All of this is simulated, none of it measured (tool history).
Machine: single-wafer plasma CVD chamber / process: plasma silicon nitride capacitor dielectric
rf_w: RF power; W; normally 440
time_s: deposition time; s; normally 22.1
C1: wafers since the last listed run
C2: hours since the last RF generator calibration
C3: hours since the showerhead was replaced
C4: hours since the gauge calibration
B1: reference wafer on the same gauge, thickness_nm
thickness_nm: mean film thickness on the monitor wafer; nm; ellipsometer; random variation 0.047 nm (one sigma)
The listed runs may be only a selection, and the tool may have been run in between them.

run 1 hour=0 | rf_w=440 time_s=22.1 | C1=0 C2=1552 C3=4333.8 C4=48.9 | B1=34.788 | thickness_nm=31.434
run 2 hour=14.4 | rf_w=440 time_s=22.1 | C1=396 C2=1566.4 C3=4348.2 C4=63.3 | B1=34.777 | thickness_nm=31.455
run 3 hour=26 | rf_w=440 time_s=22.1 | C1=319 C2=1578 C3=4359.8 C4=74.9 | B1=34.797 | thickness_nm=31.493
run 4 hour=33 | rf_w=440 time_s=20 | C1=192 C2=1585 C3=4366.8 C4=81.9 | B1=34.826 | thickness_nm=28.469
run 5 hour=39.5 | rf_w=440 time_s=20 | C1=179 C2=1591.5 C3=4373.3 C4=88.4 | B1=34.814 | thickness_nm=28.435
run 6 hour=53.7 | rf_w=420 time_s=22.1 | C1=391 C2=1605.7 C3=4387.5 C4=102.6 | B1=34.796 | thickness_nm=31.019
run 7 hour=64.6 | rf_w=420 time_s=22.1 | C1=300 C2=1616.6 C3=4398.4 C4=113.5 | B1=34.796 | thickness_nm=31.08
run 8 hour=73.7 | rf_w=480 time_s=22.1 | C1=250 C2=1625.7 C3=4407.5 C4=122.6 | B1=34.807 | thickness_nm=32.129
run 9 hour=83.8 | rf_w=480 time_s=22.1 | C1=278 C2=1635.8 C3=4417.6 C4=132.7 | B1=34.817 | thickness_nm=32.18
-- hour=85.1 gauge calibrated
run 10 hour=93.8 | rf_w=480 time_s=22.1 | C1=275 C2=1645.8 C3=4427.6 C4=8.7 | B1=34.801 | thickness_nm=32.111
-- hour=104.6 showerhead replaced
run 11 hour=109 | rf_w=415 time_s=18.8 | C1=198 C2=1661 C3=4.4 C4=23.9 | B1=34.8 | thickness_nm=26.332
run 12 hour=123.1 | rf_w=400 time_s=23.6 | C1=388 C2=1675.1 C3=18.5 C4=38 | B1=34.813 | thickness_nm=32.669
run 13 hour=133.5 | rf_w=440 time_s=22.1 | C1=286 C2=1685.5 C3=28.9 C4=48.4 | B1=34.8 | thickness_nm=31.368
run 14 hour=145.7 | rf_w=515 time_s=19 | C1=336 C2=1697.7 C3=41.1 C4=60.6 | B1=34.806 | thickness_nm=28.175
run 15 hour=157 | rf_w=440 time_s=22.1 | C1=311 C2=1709 C3=52.4 C4=71.9 | B1=34.791 | thickness_nm=31.358
-- hour=171.5 RF generator calibrated
run 16 hour=172 | rf_w=505 time_s=18.8 | C1=192 C2=0.5 C3=67.4 C4=86.9 | B1=34.791 | thickness_nm=27.688
run 17 hour=178.3 | rf_w=440 time_s=22.1 | C1=173 C2=6.8 C3=73.7 C4=93.2 | B1=34.804 | thickness_nm=31.469
run 18 hour=194.4 | rf_w=510 time_s=26.1 | C1=443 C2=22.9 C3=89.8 C4=109.3 | B1=34.778 | thickness_nm=38.534
-- hour=195.1 gauge calibrated
run 19 hour=207.4 | rf_w=440 time_s=22.1 | C1=358 C2=35.9 C3=102.8 C4=12.3 | B1=34.809 | thickness_nm=31.477
run 20 hour=219.9 | rf_w=440 time_s=23.8 | C1=344 C2=48.4 C3=115.3 C4=24.8 | B1=34.788 | thickness_nm=33.847

The tool's hidden state at each run:
delivered RF power above the setpoint (%): 0 across all the runs
gauge reads high (%): 0 across all the runs

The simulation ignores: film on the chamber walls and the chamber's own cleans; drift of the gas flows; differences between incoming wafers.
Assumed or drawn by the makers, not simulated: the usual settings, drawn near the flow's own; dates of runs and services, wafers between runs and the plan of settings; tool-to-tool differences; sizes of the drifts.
